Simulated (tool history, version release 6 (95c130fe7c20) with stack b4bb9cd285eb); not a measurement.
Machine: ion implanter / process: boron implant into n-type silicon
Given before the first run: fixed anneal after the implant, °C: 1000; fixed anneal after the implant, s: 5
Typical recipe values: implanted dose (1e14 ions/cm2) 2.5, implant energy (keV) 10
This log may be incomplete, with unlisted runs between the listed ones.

| run | hour | implanted dose (1e14 ions/cm2) | implant energy (keV) | read-back reference wafer on the same gauge, sheet resistance | sheet resistance of the implanted and annealed layer (ohm/square) |
|---|---|---|---|---|---|
| 1 | 0 | 2.5 | 10 | 383.77 | 392.35 |
| 2 | 15.7 | 2.5 | 10 | 384.18 | 389.37 |
| 3 | 36.5 | 2.5 | 10 | 384.58 | 393.3 |
| 4 | 67.3 | 2.5 | 10 | 384.65 | 388.79 |
| 5 | 89.4 | 2.5 | 10 | 384.58 | 391.72 |
| 6 | 111.9 | 2.31 | 10 | 383.69 | 417.55 |
| 7 | 139.2 | 2.31 | 10 | 384.27 | 418.04 |
| 8 | 172.9 | 2.01 | 8 | 383.29 | 478.49 |
| 9 | 189.7 | 2.01 | 8 | 383.59 | 477.21 |
| 10 | 206.5 | 2.01 | 8 | 383.8 | 477.41 |
| 11 | 238.8 | 2.5 | 10 | 383.35 | 388.09 |
| 12 | 263 | 2.5 | 10 | 384.26 | 386.56 |
| 13 | 287 | 2.5 | 11.5 | 384.9 | 384.67 |
| 14 | 328.5 | 2.5 | 10 | 383.3 | 392.72 |
| 15 | 349 | 2.5 | 10 | 384.37 | 391.93 |
|  | 361.3 | Faraday cup replaced and dose calibrated |
| 16 | 380.7 | 2.5 | 10 | 384.54 | 392.33 |
| 17 | 395.6 | 2.5 | 8 | 384.16 | 400.93 |
| 18 | 416.4 | 2.5 | 10 | 384.27 | 391.77 |
| 19 | 436.8 | 2.73 | 8.5 | 383.9 | 372.94 |
| 20 | 449.2 | 2.5 | 10 | 384.53 | 389.64 |
|  | 465.1 | gauge calibrated |
|  | 465.3 | extraction supply calibrated |
| 21 | 478.2 | 2.94 | 8.5 | 384.4 | 345.15 |
| 22 | 494.1 | 3.19 | 8 | 384.32 | 328.7 |
| 23 | 511.9 | 2.5 | 12 | 383.12 | 382 |
| 24 | 540.1 | 2.5 | 10 | 384.3 | 394.59 |
| 25 | 563.6 | 3.03 | 13 | 384.06 | 324.34 |
| 26 | 591.5 | 2.85 | 13.5 | 384.05 | 334.07 |
| 27 | 616 | 1.9 | 8.5 | 384.25 | 498.47 |
| 28 | 631.1 | 2.5 | 10 | 383.42 | 393.15 |
| 29 | 649.6 | 2.5 | 10 | 382.97 | 391.72 |
| 30 | 670.2 | 2.5 | 8.5 | 384.02 | 399.49 |

What will run 31 give?
| 31 | 701.5 | 2.5 | 10 | ? | ? |

read-back reference wafer on the same gauge, sheet resistance: 384.33
sheet resistance of the implanted and annealed layer (ohm/square): 392.93
If the tool had no hidden condition, the same run with the same run-to-run variation would have returned sheet resistance of the implanted and annealed layer (ohm/square) 392.93.
